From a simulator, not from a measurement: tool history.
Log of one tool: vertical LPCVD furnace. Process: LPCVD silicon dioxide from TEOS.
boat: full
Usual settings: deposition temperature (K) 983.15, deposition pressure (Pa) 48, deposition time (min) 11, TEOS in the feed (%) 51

run,day,deposition temperature (K),deposition pressure (Pa),deposition time (min),TEOS in the feed (%),"read-back reference wafer on the same gauge, thickness",film thickness on the monitor wafer in the middle of the boat (Å)
1,0,990.15,48,11,51,117.21,1219.8
2,1.071,990.15,48,11,51,117.27,1228.3
3,2.283,983.15,48,11,51,117.37,1046.4
4,3.246,983.15,48,11,51,117.04,1051.4
5,4.129,983.15,48,11,51,117.24,1048.8
6,4.867,983.15,48,12.5,51,117.12,1189.1
7,5.842,983.15,48,11,51,117.15,1048.2
8,7,983.15,48,11,48,117.24,1018.1
9,7.938,983.15,48,11,48,117.19,1017.1
10,8.921,983.15,48,11,51,117.31,1050.1
11,9.783,983.15,48,11,51,117.25,1052.3
# day 11.079: pressure gauge zeroed
12,11.1,983.15,48,11,51,117.4,1052.3
13,11.279,983.15,48,11,51,117.15,1053.5
# day 12.404: gauge calibrated
14,12.575,987.15,48,11,51,117.2,1156.3
15,13.5,987.15,48,11,51,117.36,1154.3
16,14.538,983.15,48,11,51,117.32,1057.6
# day 16.15: thermocouples replaced and temperature profile calibrated
17,16.171,973.15,48,13,46,117.06,893.1

The next listed run, before its measurement:
18,16.521,983.15,52.7,11,51,?,?

{"run 18": {"read-back reference wafer on the same gauge, thickness": 117.28, "film thickness on the monitor wafer in the middle of the boat (Å)": 1041.9}}
Without the tool's hidden state the same run would have given film thickness on the monitor wafer in the middle of the boat (Å) 1027.5.

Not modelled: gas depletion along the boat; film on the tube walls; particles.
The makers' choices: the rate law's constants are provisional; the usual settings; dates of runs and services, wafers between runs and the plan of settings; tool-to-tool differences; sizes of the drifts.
